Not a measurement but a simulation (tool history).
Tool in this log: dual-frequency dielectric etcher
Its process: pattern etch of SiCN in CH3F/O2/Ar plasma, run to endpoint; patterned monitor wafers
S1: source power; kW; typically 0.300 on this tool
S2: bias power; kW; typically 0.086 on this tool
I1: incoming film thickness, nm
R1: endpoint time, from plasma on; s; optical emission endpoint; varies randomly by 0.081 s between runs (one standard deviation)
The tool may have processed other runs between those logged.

run 1 day=0.000 | S1=0.270 S2=0.098 | I1=9.26 | R1=27.7
run 2 day=0.646 | S1=0.270 S2=0.098 | I1=9.28 | R1=27.9
run 3 day=0.917 | S1=0.270 S2=0.098 | I1=9.24 | R1=27.8
run 4 day=1.196 | S1=0.270 S2=0.093 | I1=9.37 | R1=28.4
run 5 day=1.812 | S1=0.300 S2=0.086 | I1=9.22 | R1=27.3
run 6 day=2.512 | S1=0.300 S2=0.075 | I1=9.30 | R1=28.6
run 7 day=3.554 | S1=0.270 S2=0.086 | I1=9.32 | R1=29.3
run 8 day=3.858 | S1=0.270 S2=0.086 | I1=9.39 | R1=29.4
-- day=4.104 bias power generator calibrated
run 9 day=4.250 | S1=0.270 S2=0.086 | I1=9.29 | R1=29.2
-- day=5.462 upper electrode replaced
-- day=6.096 wet clean of the chamber
run 10 day=6.117 | S1=0.360 S2=0.076 | I1=9.29 | R1=25.4
run 11 day=6.404 | S1=0.360 S2=0.076 | I1=9.21 | R1=25.1
-- day=6.879 source power generator calibrated
run 12 day=7.058 | S1=0.360 S2=0.076 | I1=9.25 | R1=25.4
run 13 day=7.312 | S1=0.270 S2=0.097 | I1=9.41 | R1=27.4
run 14 day=7.812 | S1=0.370 S2=0.086 | I1=9.33 | R1=24.5
run 15 day=8.538 | S1=0.300 S2=0.086 | I1=9.39 | R1=27.0
run 16 day=9.021 | S1=0.220 S2=0.102 | I1=9.32 | R1=29.6
run 17 day=9.321 | S1=0.240 S2=0.077 | I1=9.32 | R1=30.8
run 18 day=10.242 | S1=0.300 S2=0.086 | I1=9.40 | R1=27.2
run 19 day=10.738 | S1=0.300 S2=0.086 | I1=9.29 | R1=26.9
run 20 day=11.358 | S1=0.230 S2=0.096 | I1=9.34 | R1=29.6
run 21 day=11.621 | S1=0.300 S2=0.086 | I1=9.27 | R1=26.8
run 22 day=12.138 | S1=0.340 S2=0.095 | I1=9.35 | R1=25.0
run 23 day=12.883 | S1=0.240 S2=0.086 | I1=9.27 | R1=30.0
run 24 day=13.404 | S1=0.230 S2=0.093 | I1=9.37 | R1=30.5

Here are 3 independent what-if runs from the current tool condition. What would each one return?
run A day=13.421 | S1=0.300 S2=0.065 | I1=9.36 | R1=?
run B day=13.421 | S1=0.300 S2=0.104 | I1=9.36 | R1=?
run C day=13.421 | S1=0.250 S2=0.086 | I1=9.36 | R1=?

run=A R1=29.4
run=B R1=25.9
run=C R1=29.7
With the hidden condition removed and each run's random variation left untouched, the same runs would have given:
run=A R1=28.9
run=B R1=25.4
run=C R1=29.2

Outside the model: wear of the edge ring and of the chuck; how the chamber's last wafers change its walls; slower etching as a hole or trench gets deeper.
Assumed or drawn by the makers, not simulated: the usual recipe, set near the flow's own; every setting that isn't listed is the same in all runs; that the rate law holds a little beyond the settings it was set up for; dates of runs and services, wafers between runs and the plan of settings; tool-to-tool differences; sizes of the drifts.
